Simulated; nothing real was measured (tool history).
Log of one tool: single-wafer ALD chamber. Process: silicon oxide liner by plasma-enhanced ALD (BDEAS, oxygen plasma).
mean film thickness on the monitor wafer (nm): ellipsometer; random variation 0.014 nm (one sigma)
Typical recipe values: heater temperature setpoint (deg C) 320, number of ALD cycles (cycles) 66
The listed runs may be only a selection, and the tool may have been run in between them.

run	hour	heater temperature setpoint (deg C)	number of ALD cycles (cycles)	read-back reference wafer on the same gauge, thickness_nm	mean film thickness on the monitor wafer (nm)
1	0.0	320	66	4.951	5.597
2	68.6	320	66	4.951	5.573
3	117.2	320	66	4.951	5.569
4	214.1	320	66	4.952	5.550
5	306.1	320	66	4.949	5.556
6	379.9	320	66	4.950	5.561
7	445.1	312	66	4.951	5.627
8	488.3	312	66	4.949	5.628
9	552.4	320	66	4.951	5.559
10	592.9	320	66	4.947	5.550
11	669.0	320	66	4.949	5.576
12	767.4	320	66	4.949	5.583
13	873.1	320	66	4.951	5.559
14	909.3	320	66	4.952	5.570
15	950.7	320	66	4.952	5.577
16	1051.9	320	66	4.950	5.549
17	1105.8	330	57	4.951	4.710
18	1142.9	330	57	4.949	4.728
19	1215.3	320	59	4.949	4.956
20	1319.7	320	66	4.949	5.545
21	1366.0	320	66	4.951	5.565
22	1466.5	327	66	4.951	5.484
23	1565.5	334	74	4.950	6.057
# hour 1622.6: gauge calibrated
24	1764.4	327	57	4.949	4.714
25	1843.8	320	73	4.949	6.148
# hour 1962.3: thermocouple changed; heater temperature recalibrated
26	2154.4	313	57	4.950	4.909
27	2257.8	320	66	4.949	5.635
28	2523.2	310	58	4.948	5.037
29	2607.0	320	66	4.951	5.627
30	2682.8	328	60	4.953	5.061
31	2751.7	320	60	4.950	5.123
32	2820.6	320	66	4.950	5.626
# hour 2852.1: thermocouple changed; heater temperature recalibrated, repeated, since the last time left the tool worse
33	2881.0	320	61	4.951	5.141
34	2922.4	308	56	4.951	4.823
35	3007.3	320	66	4.950	5.567
36	3104.1	306	69	4.948	5.944
37	3184.0	332	61	4.947	5.048
38	3241.5	307	66	4.946	5.671
39	3296.0	327	73	4.951	6.100
40	3386.8	334	62	4.949	5.118
41	3463.8	327	61	4.950	5.097
42	3535.3	332	75	4.947	6.198
43	3617.0	320	66	4.949	5.577
44	3682.4	325	73	4.946	6.121
45	3722.1	314	66	4.948	5.617

Each row is a separate what-if for the run after 45, all from the same tool condition, not one after another. Results?
A	3722.6	320	66	?	?
B	3722.6	314	53	?	?
C	3722.6	330	66	?	?

run	read-back reference wafer on the same gauge, thickness_nm	mean film thickness on the monitor wafer (nm)
A	4.947	5.569
B	4.947	4.516
C	4.947	5.478
What these runs would have given with no unlogged condition in the tool:
run	mean film thickness on the monitor wafer (nm)
A	5.566
B	4.514
C	5.475
